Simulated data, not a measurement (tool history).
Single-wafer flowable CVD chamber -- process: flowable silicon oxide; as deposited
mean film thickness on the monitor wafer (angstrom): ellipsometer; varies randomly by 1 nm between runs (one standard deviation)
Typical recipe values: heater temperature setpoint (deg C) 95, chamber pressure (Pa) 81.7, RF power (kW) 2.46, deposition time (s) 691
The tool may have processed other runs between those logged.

run     day  heater temperature setpoint (deg C)  chamber pressure (Pa)  RF power (kW)  deposition time (s)  read-back reference wafer on the same gauge, thickness_nm  mean film thickness on the monitor wafer (angstrom)
  1       0                                   95                   66.8           2.46                  691                                                    283.877                                              2529.55
  2   2.262                                   90                   81.7           2.46                  691                                                    283.913                                               3548.7
      5.675  -- capacitance manometer re-zeroed and calibrated
  3   5.696                                   95                   81.7           2.46                  691                                                    284.206                                              3216.69
  4   9.654                                   95                   81.7           2.46                  691                                                    284.185                                              3220.27
  5  12.133                                   95                   81.7           2.46                  691                                                    283.947                                              3207.97
  6  16.392                                   95                   81.7           2.46                  691                                                    283.866                                              3186.74
  7  18.371                                   82                   92.7          2.635                  691                                                    284.105                                              5245.77
  8  21.054                                   95                   81.7           2.46                  691                                                    283.899                                              3205.02
  9  23.496                                   95                   76.4           2.46                  759                                                    283.919                                              3289.99
 10  27.521                                   89                   92.7           2.88                  691                                                    284.092                                                 4404
 11  35.079                                  102                   63.2           2.09                  691                                                    284.284                                              1944.29
 12  36.942                                  108                   98.8           2.46                  691                                                    283.719                                              2638.51
      38.95  -- showerhead replaced
 13  39.925                                   84                   81.7           2.46                  761                                                    283.829                                              4747.86
 14  44.012                                   95                   62.8          2.105                  740                                                    283.928                                              2540.74
 15  48.317                                   90                   81.7          2.335                  814                                                    284.019                                              4271.69
 16   51.05                                   95                   81.7           2.06                  691                                                    283.931                                              3040.74
 17  52.929                                   89                   90.5           2.18                  746                                                     283.87                                              4388.95
       53.9  -- gauge calibrated
     54.583  -- RF generator calibrated
 18  57.108                                   95                   92.5           2.46                  691                                                    284.112                                              3585.45
     59.842  -- thermocouple changed; heater temperature recalibrated
 19  60.292                                   95                   81.7           2.46                  691                                                    283.944                                              3149.45
 20  64.017                                  107                   68.8          2.175                  691                                                    284.185                                              1836.92
 21  68.058                                   95                   62.4           2.46                  793                                                    284.016                                              2766.03
 22  72.092                                  101                   81.7           2.46                  770                                                    283.474                                              2952.88
 23  74.375                                  108                   91.5          2.935                  569                                                    284.044                                              2027.09
 24    77.9                                  106                     70           2.19                  643                                                    283.763                                              1776.56
 25   81.75                                   95                   81.7          2.805                  691                                                    283.918                                              3188.28
 26  85.804                                   95                   64.8          2.035                  783                                                     283.67                                              2710.54
 27  88.438                                   95                   81.7           2.46                  691                                                    284.181                                              3109.88
 28  90.542                                   86                   81.7          2.905                  691                                                     284.19                                              4120.15

Below, some changes in mean film thickness on the monitor wafer (angstrom) between adjacent runs. For each, the amount present without the hidden state too (settings, incoming material, random variation) and the amount remaining for the hidden state with gauge scatter not shared by both compared results:
The tool's hidden condition here consists of: wafer temperature above the value expected at the setpoint (K); delivered RF power above the setpoint (%); true pressure above the setpoint (%); gauge reads high (%).
Run 1 -> 2: heater temperature setpoint (deg C) 95 -> 90, chamber pressure (Pa) 66.8 -> 81.7. mean film thickness on the monitor wafer (angstrom) +1019.15: hidden state -46.27, all else +1065.42.
Run 2 -> 3: heater temperature setpoint (deg C) 90 -> 95, capacitance manometer re-zeroed and calibrated. mean film thickness on the monitor wafer (angstrom) -332.01: hidden state +159.66, all else -491.67.
Run 10 -> 11: heater temperature setpoint (deg C) 89 -> 102, chamber pressure (Pa) 92.7 -> 63.2, RF power (kW) 2.88 -> 2.09. mean film thickness on the monitor wafer (angstrom) -2459.71: hidden state +7.98, all else -2467.69.
Run 13 -> 14: heater temperature setpoint (deg C) 84 -> 95, chamber pressure (Pa) 81.7 -> 62.8, RF power (kW) 2.46 -> 2.105, deposition time (s) 761 -> 740. mean film thickness on the monitor wafer (angstrom) -2207.12: hidden state +18.48, all else -2225.6.
